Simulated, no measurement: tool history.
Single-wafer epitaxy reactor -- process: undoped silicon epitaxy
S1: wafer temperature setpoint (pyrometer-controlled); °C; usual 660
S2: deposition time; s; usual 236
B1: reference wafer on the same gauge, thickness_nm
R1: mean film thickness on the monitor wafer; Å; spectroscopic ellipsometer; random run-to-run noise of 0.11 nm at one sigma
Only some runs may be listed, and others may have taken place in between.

run 1 hour=0 | S1=660 S2=236 | B1=60.739 | R1=542.16
run 2 hour=96 | S1=660 S2=236 | B1=60.815 | R1=542.67
run 3 hour=185.4 | S1=660 S2=236 | B1=60.818 | R1=542.28
run 4 hour=223.3 | S1=660 S2=236 | B1=60.861 | R1=541.12
run 5 hour=284.3 | S1=660 S2=236 | B1=60.784 | R1=542.37
run 6 hour=364.1 | S1=660 S2=236 | B1=60.752 | R1=540.48
run 7 hour=445.6 | S1=660 S2=236 | B1=60.819 | R1=541.19
run 8 hour=496.7 | S1=660 S2=236 | B1=60.869 | R1=541.56
run 9 hour=683.9 | S1=665 S2=236 | B1=60.795 | R1=593.17
run 10 hour=724.4 | S1=656 S2=236 | B1=60.724 | R1=502.13
run 11 hour=784.4 | S1=656 S2=236 | B1=60.815 | R1=501.61
run 12 hour=844.5 | S1=656 S2=236 | B1=60.851 | R1=501.3
run 13 hour=910.6 | S1=660 S2=236 | B1=60.79 | R1=541.33
run 14 hour=1015 | S1=654 S2=236 | B1=60.814 | R1=481.22

What does the tool deliver on the next run?
run 15 hour=1063.4 | S1=664 S2=212 | B1=? | R1=?

{"run 15": {"B1": 60.82, "R1": 522.58}}
Take away the tool's hidden state, keep the run-to-run variation as it was, and the same run would have given R1 530.8 Å.
